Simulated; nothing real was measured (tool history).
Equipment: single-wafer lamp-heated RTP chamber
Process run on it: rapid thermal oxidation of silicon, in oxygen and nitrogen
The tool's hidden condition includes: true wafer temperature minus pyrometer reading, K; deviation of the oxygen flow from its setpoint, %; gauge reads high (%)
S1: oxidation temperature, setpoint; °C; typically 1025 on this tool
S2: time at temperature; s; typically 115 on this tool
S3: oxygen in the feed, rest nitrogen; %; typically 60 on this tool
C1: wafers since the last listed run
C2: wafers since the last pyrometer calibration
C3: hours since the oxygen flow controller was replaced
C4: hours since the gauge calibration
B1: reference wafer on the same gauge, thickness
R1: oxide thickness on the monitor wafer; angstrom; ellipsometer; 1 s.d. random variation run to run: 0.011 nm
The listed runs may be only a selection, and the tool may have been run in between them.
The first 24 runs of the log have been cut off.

run   hour    S1   S2  S3   C1    C2     C3     C4     B1     R1
 25  582.4  1025   83  60  161   491  170.4  440.2  7.139   66.1
 26  606.1  1051  115  60  182   674  194.1  463.9   7.14  92.15
 27  625.7  1052  115  60  150   824  213.7  483.5  7.145  92.45
 28  643.9  1025  115  70  139   964  231.9  501.7  7.137  81.06
     653.2  -- gauge calibrated
 29  702.2   999  131  37  448  1413  290.2     49   7.14  56.91
 30  730.8  1050  168  47  219  1633  318.8   77.6   7.14  99.79
 31  755.8  1025  115  60  192  1825  343.8  102.6  7.143  76.65
 32  828.7  1037   61  88  560  2386  416.7  175.5  7.136  71.98
 33    849  1025  165  48  156  2542    437  195.8  7.142  83.61

Run 34 comes next. What will it give?
 34  864.5  1025  152  60  119  2661  452.5  211.3   ?   ?

Run 34 gave B1 7.136, R1 87.47 angstrom.
Had the tool carried no hidden state, the very same run would have given R1 87.22 angstrom.
